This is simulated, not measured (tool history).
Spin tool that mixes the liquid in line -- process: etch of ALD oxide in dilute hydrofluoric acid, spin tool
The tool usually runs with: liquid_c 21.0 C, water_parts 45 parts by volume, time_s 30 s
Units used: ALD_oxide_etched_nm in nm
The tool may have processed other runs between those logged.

run,day,liquid_c,water_parts,time_s,wafers since the last listed run,hours since the thermometer was replaced,hours since the hydrofluoric acid flow meter was replaced,hours since the gauge calibration,"read-back film thickness of the ALD oxide reference wafer, read on the same gauge (nm)",ALD_oxide_etched_nm
1,0.000,21.0,45,30,0,2704.5,970.6,335.7,150.01,13.83
2,2.667,21.0,45,30,587,2768.5,1034.6,399.7,150.03,13.81
3,4.167,21.0,45,30,330,2804.5,1070.6,435.7,150.02,13.74
4,6.108,21.0,45,30,428,2851.1,1117.2,482.3,149.98,13.48
5,8.154,21.0,45,30,451,2900.2,1166.3,531.4,150.02,13.44
# day 10.429: gauge calibrated
6,10.475,21.0,45,30,511,2955.9,1222.0,1.1,150.01,13.60
7,11.779,21.0,45,30,287,2987.2,1253.3,32.4,150.00,13.33
8,13.133,21.0,45,30,298,3019.7,1285.8,64.9,150.01,13.51
9,14.758,24.0,60,15,358,3058.7,1324.8,103.9,150.00,5.44
10,16.346,19.0,45,30,349,3096.8,1362.9,142.0,150.02,12.13
# day 16.588: thermometer replaced
11,18.654,21.0,60,30,499,49.6,1418.3,197.4,149.98,9.73
12,20.908,21.0,45,15,496,103.7,1472.4,251.5,149.99,6.66
13,23.354,17.0,40,15,539,162.4,1531.1,310.2,150.01,6.31
# day 23.554: hydrofluoric acid flow meter replaced
14,25.625,21.0,45,30,491,216.9,49.7,364.7,150.00,14.61
15,26.825,23.0,65,40,264,245.7,78.5,393.5,149.97,14.38
16,29.492,21.0,45,30,587,309.7,142.5,457.5,149.96,14.43

Entry by entry between the runs, the difference in hidden state between the last listed run before and the first listed run after:
In the gap between runs 5 and 6: gauge calibrated (day 10.429)
  hydrofluoric acid flow below the setpoint (%): 8.66 -> 9.03
  measured result minus the result with no hidden state, ALD_oxide_etched_nm: -1.35 -> -1.43 nm
In the gap between runs 10 and 11: thermometer replaced (day 16.588)
  hydrofluoric acid flow below the setpoint (%): 9.98 -> 10.4
  measured result minus the result with no hidden state, ALD_oxide_etched_nm: -1.43 -> -1.21 nm
In the gap between runs 13 and 14: hydrofluoric acid flow meter replaced (day 23.554)
  hydrofluoric acid flow below the setpoint (%): 11.1 -> 2.36
  measured result minus the result with no hidden state, ALD_oxide_etched_nm: -0.83 -> -0.38 nm
